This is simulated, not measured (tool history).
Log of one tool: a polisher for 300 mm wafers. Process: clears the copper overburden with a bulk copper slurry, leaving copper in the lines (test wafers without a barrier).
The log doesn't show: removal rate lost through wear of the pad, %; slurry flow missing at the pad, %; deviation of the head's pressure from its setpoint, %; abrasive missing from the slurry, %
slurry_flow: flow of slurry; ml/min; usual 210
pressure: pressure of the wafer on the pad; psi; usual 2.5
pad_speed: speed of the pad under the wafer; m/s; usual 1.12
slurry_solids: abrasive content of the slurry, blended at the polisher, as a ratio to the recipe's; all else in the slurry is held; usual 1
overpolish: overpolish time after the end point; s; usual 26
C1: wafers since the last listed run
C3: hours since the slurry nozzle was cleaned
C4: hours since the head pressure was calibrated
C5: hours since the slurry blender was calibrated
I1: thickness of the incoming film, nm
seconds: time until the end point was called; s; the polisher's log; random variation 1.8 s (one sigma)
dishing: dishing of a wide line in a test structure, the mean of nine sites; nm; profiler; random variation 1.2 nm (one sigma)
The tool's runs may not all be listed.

{"run": 1, "hour": 0.0, "slurry_flow": 210, "pressure": 2.5, "pad_speed": 1.12, "slurry_solids": 1.2, "overpolish": 26, "C1": 0, "wafers polished on this pad": 99, "C3": 109.1, "C4": 128.6, "C5": 230, "I1": 1111.2, "seconds": 111.6, "dishing": 67.7}
{"hour": 19.0, "done": "slurry blender recalibrated"}
{"run": 2, "hour": 54.8, "slurry_flow": 210, "pressure": 2.5, "pad_speed": 1.12, "slurry_solids": 1.2, "overpolish": 26, "C1": 289, "wafers polished on this pad": 389, "C3": 163.9, "C4": 183.4, "C5": 35.8, "I1": 1122.3, "seconds": 117.8, "dishing": 67.2}
{"run": 3, "hour": 117.2, "slurry_flow": 210, "pressure": 2.5, "pad_speed": 1.12, "slurry_solids": 1, "overpolish": 26, "C1": 342, "wafers polished on this pad": 731, "C3": 226.3, "C4": 245.8, "C5": 98.2, "I1": 1119.6, "seconds": 122.8, "dishing": 67.1}
{"run": 4, "hour": 182.9, "slurry_flow": 210, "pressure": 2.5, "pad_speed": 1.12, "slurry_solids": 1, "overpolish": 26, "C1": 360, "wafers polished on this pad": 1092, "C3": 292, "C4": 311.5, "C5": 163.9, "I1": 1132.7, "seconds": 128.8, "dishing": 69.3}
{"hour": 217.3, "done": "slurry nozzle cleaned"}
{"run": 5, "hour": 243.3, "slurry_flow": 210, "pressure": 2.5, "pad_speed": 1.12, "slurry_solids": 1, "overpolish": 26, "C1": 325, "wafers polished on this pad": 1418, "C3": 26, "C4": 371.9, "C5": 224.3, "I1": 1139, "seconds": 135.3, "dishing": 65.5}
{"hour": 273.1, "done": "head pressure recalibrated"}
{"hour": 281.9, "done": "worn pad replaced by a new one"}
{"run": 6, "hour": 312.7, "slurry_flow": 210, "pressure": 2.5, "pad_speed": 1.12, "slurry_solids": 1, "overpolish": 26, "C1": 347, "wafers polished on this pad": 168, "C3": 95.4, "C4": 39.6, "C5": 293.7, "I1": 1129.4, "seconds": 121.9, "dishing": 65.6}
{"hour": 335.5, "done": "slurry blender recalibrated"}
{"run": 7, "hour": 360.5, "slurry_flow": 210, "pressure": 2.5, "pad_speed": 1.12, "slurry_solids": 1, "overpolish": 26, "C1": 251, "wafers polished on this pad": 419, "C3": 143.2, "C4": 87.4, "C5": 25, "I1": 1127.6, "seconds": 126.1, "dishing": 68.1}
{"run": 8, "hour": 413.1, "slurry_flow": 210, "pressure": 2.5, "pad_speed": 1.12, "slurry_solids": 1, "overpolish": 26, "C1": 288, "wafers polished on this pad": 708, "C3": 195.8, "C4": 140, "C5": 77.6, "I1": 1134.5, "seconds": 128.9, "dishing": 66}
{"run": 9, "hour": 477.9, "slurry_flow": 210, "pressure": 2.5, "pad_speed": 1.12, "slurry_solids": 1, "overpolish": 26, "C1": 355, "wafers polished on this pad": 1063, "C3": 260.6, "C4": 204.8, "C5": 142.4, "I1": 1121.2, "seconds": 128.3, "dishing": 65.2}
{"run": 10, "hour": 540.8, "slurry_flow": 210, "pressure": 2.5, "pad_speed": 1.12, "slurry_solids": 1, "overpolish": 26, "C1": 345, "wafers polished on this pad": 1408, "C3": 323.5, "C4": 267.7, "C5": 205.3, "I1": 1123.3, "seconds": 137.9, "dishing": 65.7}
{"hour": 557.1, "done": "worn pad replaced by a new one"}
{"run": 11, "hour": 570.1, "slurry_flow": 210, "pressure": 2.5, "pad_speed": 1.12, "slurry_solids": 1, "overpolish": 39, "C1": 138, "wafers polished on this pad": 71, "C3": 352.8, "C4": 297, "C5": 234.6, "I1": 1111.8, "seconds": 120.3, "dishing": 69.2}
{"hour": 579.2, "done": "slurry nozzle cleaned"}
{"run": 12, "hour": 596.4, "slurry_flow": 185, "pressure": 2.5, "pad_speed": 1.12, "slurry_solids": 1.25, "overpolish": 26, "C1": 138, "wafers polished on this pad": 210, "C3": 17.2, "C4": 323.3, "C5": 260.9, "I1": 1123.7, "seconds": 115.1, "dishing": 65.3}
{"hour": 627.3, "done": "slurry blender recalibrated"}
{"run": 13, "hour": 658.7, "slurry_flow": 210, "pressure": 2.5, "pad_speed": 1.12, "slurry_solids": 1, "overpolish": 26, "C1": 330, "wafers polished on this pad": 541, "C3": 79.5, "C4": 385.6, "C5": 31.4, "I1": 1124, "seconds": 123.2, "dishing": 66.3}
{"hour": 717.2, "done": "head pressure recalibrated"}
{"run": 14, "hour": 717.8, "slurry_flow": 210, "pressure": 2.5, "pad_speed": 1.12, "slurry_solids": 1, "overpolish": 26, "C1": 313, "wafers polished on this pad": 854, "C3": 138.6, "C4": 0.6, "C5": 90.5, "I1": 1105.4, "seconds": 126.5, "dishing": 65.8}
{"run": 15, "hour": 743.2, "slurry_flow": 210, "pressure": 2.5, "pad_speed": 1.28, "slurry_solids": 1.25, "overpolish": 26, "C1": 139, "wafers polished on this pad": 993, "C3": 164, "C4": 26, "C5": 115.9, "I1": 1132.9, "seconds": 111.7, "dishing": 67.7}
{"hour": 859.9, "done": "worn pad replaced by a new one"}
{"run": 16, "hour": 860.4, "slurry_flow": 210, "pressure": 1.7, "pad_speed": 1.34, "slurry_solids": 1, "overpolish": 26, "C1": 620, "wafers polished on this pad": 2, "C3": 281.2, "C4": 143.2, "C5": 233.1, "I1": 1111.7, "seconds": 146.4, "dishing": 60.9}
{"hour": 864.4, "done": "slurry blender recalibrated"}
{"hour": 911.2, "done": "slurry nozzle cleaned"}
{"run": 17, "hour": 1048.0, "slurry_flow": 210, "pressure": 2.5, "pad_speed": 1.26, "slurry_solids": 1, "overpolish": 26, "C1": 1012, "wafers polished on this pad": 1015, "C3": 136.8, "C4": 330.8, "C5": 183.6, "I1": 1106, "seconds": 115, "dishing": 67.5}
{"run": 18, "hour": 1093.4, "slurry_flow": 175, "pressure": 2.5, "pad_speed": 1.12, "slurry_solids": 1, "overpolish": 26, "C1": 249, "wafers polished on this pad": 1264, "C3": 182.2, "C4": 376.2, "C5": 229, "I1": 1138.9, "seconds": 138.8, "dishing": 66.8}
{"hour": 1109.4, "done": "slurry blender recalibrated"}
{"hour": 1130.4, "done": "head pressure recalibrated"}
{"hour": 1168.0, "done": "worn pad replaced by a new one"}
{"run": 19, "hour": 1168.5, "slurry_flow": 260, "pressure": 1.9, "pad_speed": 1.46, "slurry_solids": 1, "overpolish": 40, "C1": 368, "wafers polished on this pad": 2, "C3": 257.3, "C4": 38.1, "C5": 59.1, "I1": 1113.9, "seconds": 118.3, "dishing": 64.6}
{"run": 20, "hour": 1203.4, "slurry_flow": 190, "pressure": 2.5, "pad_speed": 1.32, "slurry_solids": 1.2, "overpolish": 34, "C1": 191, "wafers polished on this pad": 194, "C3": 292.2, "C4": 73, "C5": 94, "I1": 1117.2, "seconds": 100.1, "dishing": 72.5}
{"run": 21, "hour": 1237.9, "slurry_flow": 210, "pressure": 2.5, "pad_speed": 1.5, "slurry_solids": 1.25, "overpolish": 26, "C1": 189, "wafers polished on this pad": 383, "C3": 326.7, "C4": 107.5, "C5": 128.5, "I1": 1123.3, "seconds": 88.6, "dishing": 71.6}
{"hour": 1289.6, "done": "slurry nozzle cleaned"}
{"run": 22, "hour": 1300.2, "slurry_flow": 170, "pressure": 1.8, "pad_speed": 1.12, "slurry_solids": 1.15, "overpolish": 17, "C1": 336, "wafers polished on this pad": 719, "C3": 10.6, "C4": 169.8, "C5": 190.8, "I1": 1128.3, "seconds": 172.9, "dishing": 48.8}
{"run": 23, "hour": 1387.1, "slurry_flow": 210, "pressure": 2.5, "pad_speed": 1.12, "slurry_solids": 1, "overpolish": 26, "C1": 476, "wafers polished on this pad": 1196, "C3": 97.5, "C4": 256.7, "C5": 277.7, "I1": 1115.4, "seconds": 129.7, "dishing": 65}

Forecast each of these 3 alternatives for the next run:
{"run": "A", "hour": 1387.6, "slurry_flow": 210, "pressure": 2.5, "pad_speed": 1.12, "slurry_solids": 1, "overpolish": 26, "C1": 2, "wafers polished on this pad": 1199, "C3": 98, "C4": 257.2, "C5": 278.2, "I1": 1130.3, "seconds": "?", "dishing": "?"}
{"run": "B", "hour": 1387.6, "slurry_flow": 210, "pressure": 2, "pad_speed": 1.12, "slurry_solids": 1, "overpolish": 26, "C1": 2, "wafers polished on this pad": 1199, "C3": 98, "C4": 257.2, "C5": 278.2, "I1": 1130.3, "seconds": "?", "dishing": "?"}
{"run": "C", "hour": 1387.6, "slurry_flow": 210, "pressure": 3, "pad_speed": 1.12, "slurry_solids": 0.75, "overpolish": 26, "C1": 2, "wafers polished on this pad": 1199, "C3": 98, "C4": 257.2, "C5": 278.2, "I1": 1130.3, "seconds": "?", "dishing": "?"}

run=A seconds=131.2 dishing=66
run=B seconds=164 dishing=60.1
run=C seconds=118.1 dishing=69.5
Without the tool's hidden state the same runs would have given:
run=A seconds=118.3 dishing=67.2
run=B seconds=147.8 dishing=61.6
run=C seconds=106.4 dishing=70.7
